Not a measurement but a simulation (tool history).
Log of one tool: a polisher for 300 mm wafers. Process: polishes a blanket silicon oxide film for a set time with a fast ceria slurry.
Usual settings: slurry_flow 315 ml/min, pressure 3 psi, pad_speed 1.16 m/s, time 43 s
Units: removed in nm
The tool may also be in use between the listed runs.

run	hour	slurry_flow	pressure	pad_speed	time	incoming thickness of the incoming film, nm	removed
1	0	265	2.6	1.16	43	3798	597
2	54.8	315	3	1.16	51	3769.8	781
3	133.3	315	2.3	1.16	53	3815.2	693.8
4	224.5	315	2.3	1.16	53	3715.2	694.1
5	303.1	315	2.3	1.16	53	3731.3	694.4
6	389.3	315	3	1.16	43	3734.3	681.6
7	482.2	315	3	1.16	43	3783.6	669.4
8	549	315	2.7	1.16	43	3782.4	623.3
9	611.4	315	3	1.16	43	3754.1	649.4
10	653.9	315	3	1.16	43	3771.8	670
11	755.6	315	2.7	1.16	32	3797.2	455.5
12	843.4	315	2.7	1.16	32	3792.4	489.3
13	926.2	315	2.7	1.16	32	3764.7	479.2
14	1019	285	3	1.16	43	3777.8	659.6
15	1098.7	315	2.7	1.16	32	3778.8	463.9
16	1173.6	315	3	1.34	32	3739.1	558.7
17	1244.6	315	3	1.16	43	3829.6	634.1
18	1291.7	315	3	1.34	53	3755.3	893.7
19	1350.7	205	3	1.16	49	3762.4	757.7
20	1553.6	315	3	1.46	38	3767.6	606.3
21	1605.1	315	3.8	1.16	43	3798.2	719.7
22	1801.5	315	3	1.16	37	3739.2	437.8
23	1886	275	3	1.16	32	3779.5	514
24	1981.2	315	3	1.16	33	3767	507.1
25	2018	315	3	1.16	57	3854.6	865.1
26	2060.5	315	3	0.76	43	3753.2	520.5
27	2124.4	315	3.7	1.16	43	3757.9	752.8
28	2231.2	315	3	1.3	43	3838.7	613.6

Not shown: 11 entries that the log had between the listed runs. Between which runs, and how does the tool's hidden state differ before and after?
Between runs 4 and 5: worn pad replaced by a new one (hour 245.7)
  slurry flow missing at the pad, %: 42.9 -> 43.8
  measured less the result without the state, removed: -55 -> -57.2 nm
Between runs 5 and 6: slurry nozzle cleaned (hour 323.2)
  slurry flow missing at the pad, %: 43.8 -> 14.9
  measured less the result without the state, removed: -57.2 -> -11.6 nm
Between runs 10 and 11: worn pad replaced by a new one (hour 697)
  slurry flow missing at the pad, %: 37.4 -> 40.1
  measured less the result without the state, removed: -41.2 -> -31.7 nm
Between runs 11 and 12: slurry nozzle cleaned (hour 763.4)
  slurry flow missing at the pad, %: 40.1 -> 16.7
  measured less the result without the state, removed: -31.7 -> -9.6 nm
Between runs 12 and 13: head pressure recalibrated (hour 860.4)
  slurry flow missing at the pad, %: 16.7 -> 26.9
  measured less the result without the state, removed: -9.6 -> -17.5 nm
Between runs 14 and 15: worn pad replaced by a new one (hour 1094.1)
  slurry flow missing at the pad, %: 33.7 -> 37.2
  measured less the result without the state, removed: -37.9 -> -28.2 nm
Between runs 18 and 19: slurry nozzle cleaned (hour 1324.4)
  slurry flow missing at the pad, %: 41.1 -> 7.73
  measured less the result without the state, removed: -65.1 -> -9.7 nm
Between runs 19 and 20: worn pad replaced by a new one, of another model than before (hour 1497.2)
  slurry flow missing at the pad, %: 7.73 -> 32.9
  measured less the result without the state, removed: -9.7 -> -93.7 nm
Between runs 21 and 22: head pressure recalibrated (hour 1780.7)
  slurry flow missing at the pad, %: 35.7 -> 41.2
  measured less the result without the state, removed: -143.6 -> -157.4 nm
Between runs 22 and 23: slurry nozzle cleaned (hour 1881.5)
  slurry flow missing at the pad, %: 41.2 -> 1.5
  measured less the result without the state, removed: -157.4 -> -1.7 nm
Between runs 23 and 24: worn pad replaced by a new one (hour 1943.1)
  slurry flow missing at the pad, %: 1.5 -> 19.1
  measured less the result without the state, removed: -1.7 -> -25.9 nm

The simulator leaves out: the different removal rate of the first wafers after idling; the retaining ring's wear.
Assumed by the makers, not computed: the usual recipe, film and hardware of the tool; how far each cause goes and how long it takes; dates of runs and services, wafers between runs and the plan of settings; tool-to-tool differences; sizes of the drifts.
